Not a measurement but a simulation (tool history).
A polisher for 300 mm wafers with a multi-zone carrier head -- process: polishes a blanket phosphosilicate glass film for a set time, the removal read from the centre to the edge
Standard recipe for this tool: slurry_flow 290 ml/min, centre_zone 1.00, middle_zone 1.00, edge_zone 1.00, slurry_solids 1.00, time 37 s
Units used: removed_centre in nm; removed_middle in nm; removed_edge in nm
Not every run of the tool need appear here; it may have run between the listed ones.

| run | hour | slurry_flow | centre_zone | middle_zone | edge_zone | slurry_solids | time | wafers since the last listed run | wafers polished on this pad | hours since the slurry nozzle was cleaned | hours since the centre zone pressure was calibrated | hours since the edge zone pressure was calibrated | hours since the carrier head's membrane was replaced | incoming thickness of the incoming film, nm | removed_centre | removed_middle | removed_edge |
|---|---|---|---|---|---|---|---|---|---|---|---|---|---|---|---|---|---|
| 1 | 0.0 | 290 | 1.00 | 1.00 | 1.00 | 1.10 | 37 | 0 | 829 | 131.4 | 289.2 | 250.6 | 1145.3 | 4677.6 | 248.2 | 244.9 | 249.7 |
|  | 32.2 | worn pad replaced by a new one |
| 2 | 35.0 | 290 | 1.00 | 1.00 | 1.00 | 1.10 | 37 | 243 | 22 | 166.4 | 324.2 | 285.6 | 1180.3 | 4623.3 | 247.3 | 246.7 | 242.3 |
| 3 | 60.2 | 290 | 1.00 | 1.00 | 1.00 | 1.10 | 37 | 198 | 220 | 191.6 | 349.4 | 310.8 | 1205.5 | 4588.4 | 246.1 | 246.7 | 243.9 |
| 4 | 92.4 | 290 | 1.06 | 1.00 | 1.00 | 1.00 | 37 | 253 | 473 | 223.8 | 381.6 | 343.0 | 1237.7 | 4628.1 | 247.7 | 241.3 | 238.2 |
| 5 | 118.5 | 290 | 1.06 | 1.00 | 1.00 | 1.00 | 37 | 205 | 678 | 249.9 | 407.7 | 369.1 | 1263.8 | 4562.3 | 247.2 | 237.4 | 230.7 |
| 6 | 150.2 | 290 | 1.00 | 1.00 | 1.00 | 1.15 | 37 | 249 | 928 | 281.6 | 439.4 | 400.8 | 1295.5 | 4657.0 | 249.5 | 247.1 | 247.8 |
|  | 168.8 | worn pad replaced by a new one |
| 7 | 171.7 | 290 | 1.00 | 1.00 | 1.00 | 1.15 | 37 | 137 | 22 | 303.1 | 460.9 | 422.3 | 1317.0 | 4587.1 | 245.4 | 243.3 | 246.4 |
| 8 | 200.5 | 290 | 1.10 | 1.00 | 1.00 | 1.00 | 37 | 226 | 249 | 331.9 | 489.7 | 451.1 | 1345.8 | 4727.0 | 254.8 | 231.5 | 235.4 |
| 9 | 227.8 | 290 | 1.00 | 1.00 | 1.00 | 1.10 | 37 | 214 | 464 | 359.2 | 517.0 | 478.4 | 1373.1 | 4646.0 | 243.9 | 244.5 | 246.8 |
| 10 | 248.4 | 290 | 1.00 | 1.00 | 1.00 | 0.80 | 37 | 161 | 626 | 379.8 | 537.6 | 499.0 | 1393.7 | 4668.9 | 207.6 | 207.9 | 209.6 |
| 11 | 279.7 | 350 | 1.00 | 1.00 | 0.88 | 1.00 | 37 | 246 | 872 | 411.1 | 568.9 | 530.3 | 1425.0 | 4588.3 | 236.6 | 234.7 | 227.7 |
|  | 296.6 | edge zone pressure recalibrated |
|  | 300.4 | carrier head's membrane replaced by a new one |
| 12 | 307.7 | 290 | 1.00 | 1.00 | 1.00 | 1.00 | 37 | 174 | 1047 | 439.1 | 596.9 | 11.1 | 7.3 | 4579.3 | 232.8 | 233.1 | 231.4 |
|  | 319.3 | worn pad replaced by a new one |
|  | 328.8 | slurry nozzle cleaned |
|  | 338.2 | centre zone pressure recalibrated |
| 13 | 385.4 | 290 | 1.00 | 0.94 | 1.00 | 1.00 | 27 | 555 | 496 | 56.6 | 47.2 | 88.8 | 85.0 | 4651.8 | 172.6 | 161.9 | 171.2 |
| 14 | 414.5 | 290 | 1.05 | 1.00 | 1.00 | 1.00 | 37 | 228 | 724 | 85.7 | 76.3 | 117.9 | 114.1 | 4697.3 | 249.9 | 233.5 | 236.9 |
| 15 | 433.2 | 195 | 1.00 | 1.00 | 1.03 | 1.00 | 37 | 147 | 871 | 104.4 | 95.0 | 136.6 | 132.8 | 4674.7 | 217.2 | 218.1 | 232.8 |

3 options for the next run, each taken on its own from the tool as it stands now. Forecast them:
| A | 433.6 | 290 | 1.00 | 1.11 | 1.00 | 1.00 | 37 | 3 | 875 | 104.8 | 95.4 | 137.0 | 133.2 | 4576.6 | ? | ? | ? |
| B | 433.6 | 290 | 1.06 | 1.00 | 1.00 | 1.00 | 49 | 3 | 875 | 104.8 | 95.4 | 137.0 | 133.2 | 4576.6 | ? | ? | ? |
| C | 433.6 | 380 | 0.95 | 1.00 | 1.00 | 1.15 | 37 | 3 | 875 | 104.8 | 95.4 | 137.0 | 133.2 | 4576.6 | ? | ? | ? |

| run | removed_centre | removed_middle | removed_edge |
|---|---|---|---|
| A | 232.2 | 254.8 | 236.2 |
| B | 325.9 | 308.7 | 313.3 |
| C | 243.0 | 256.3 | 258.0 |
Without the tool's hidden state the same runs would have given:
| run | removed_centre | removed_middle | removed_edge |
|---|---|---|---|
| A | 238.6 | 261.1 | 240.6 |
| B | 334.8 | 316.3 | 319.1 |
| C | 248.0 | 261.1 | 261.7 |

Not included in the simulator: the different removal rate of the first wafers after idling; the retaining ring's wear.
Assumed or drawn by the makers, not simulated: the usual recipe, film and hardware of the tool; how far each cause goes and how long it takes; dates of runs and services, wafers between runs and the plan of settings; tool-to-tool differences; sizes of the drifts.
